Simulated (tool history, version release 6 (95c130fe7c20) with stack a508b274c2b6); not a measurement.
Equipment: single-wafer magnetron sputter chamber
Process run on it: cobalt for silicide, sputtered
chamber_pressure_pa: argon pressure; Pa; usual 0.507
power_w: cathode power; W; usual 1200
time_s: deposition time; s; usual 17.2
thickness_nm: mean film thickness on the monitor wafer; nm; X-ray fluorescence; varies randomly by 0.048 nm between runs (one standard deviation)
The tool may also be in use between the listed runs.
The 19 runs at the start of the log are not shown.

run	hour	chamber_pressure_pa	power_w	time_s	wafers since the last listed run	wafers on the sputter target	hours since the last manometer calibration	hours since the magnet pack was replaced	hours since the gauge calibration	read-back reference wafer on the same gauge, thickness_nm	thickness_nm
# hour 266.2: capacitance manometer re-zeroed and calibrated
20	266.7	0.641	1200	17.2	210	1179	0.5	174.8	294.2	8.106	9.084
21	279.4	0.507	1200	17.2	546	1725	13.2	187.5	306.9	8.099	9.467
22	286.3	0.507	1200	17.2	297	2023	20.1	194.4	313.8	8.115	9.3
# hour 289.8: gauge calibrated
23	302.4	0.507	1200	17.2	693	2716	36.2	210.5	12.6	8.115	9.365
24	309.1	0.335	1100	14.5	288	3004	42.9	217.2	19.3	8.121	7.703
25	319.9	0.507	1200	17.2	465	3469	53.7	228	30.1	8.123	9.43
26	333	0.564	1050	19.1	564	4033	66.8	241.1	43.2	8.107	8.851
27	339.9	0.6	1000	18.7	297	4330	73.7	248	50.1	8.107	8.108
28	346.7	0.507	1200	17.2	292	4623	80.5	254.8	56.9	8.114	9.16
29	353.8	0.416	1200	14.6	305	4929	87.6	261.9	64	8.114	8.037
30	403.7	0.507	1200	17.2	2148	7078	137.5	311.8	113.9	8.127	9.138
31	410.7	0.349	1300	19.5	301	7379	144.5	318.8	120.9	8.127	11.673
32	419.1	0.396	1200	17.2	361	7741	152.9	327.2	129.3	8.1	9.265
33	431.8	0.58	1350	14.1	546	8288	165.6	339.9	142	8.103	7.967
# hour 441: sputter target and shields replaced
34	471.9	0.389	1200	15.5	1382	1329	205.7	380	182.1	8.085	8.784
35	478.6	0.56	1200	20.2	288	1618	212.4	386.7	188.8	8.094	10.93
36	495.8	0.507	1200	17.2	740	2358	229.6	403.9	206	8.116	9.415

Here are 3 independent what-if runs from the current tool condition. What would each one return?
A	496.2	0.63	1200	17.2	17	2376	230	404.3	206.4	?	?
B	496.2	0.398	1500	20.4	17	2376	230	404.3	206.4	?	?
C	496.2	0.357	1300	16.3	17	2376	230	404.3	206.4	?	?

run	read-back reference wafer on the same gauge, thickness_nm	thickness_nm
A	8.113	9.017
B	8.113	14.456
C	8.113	10.152
Without the tool's hidden state the same runs would have given:
run	thickness_nm
A	9.095
B	14.581
C	10.24

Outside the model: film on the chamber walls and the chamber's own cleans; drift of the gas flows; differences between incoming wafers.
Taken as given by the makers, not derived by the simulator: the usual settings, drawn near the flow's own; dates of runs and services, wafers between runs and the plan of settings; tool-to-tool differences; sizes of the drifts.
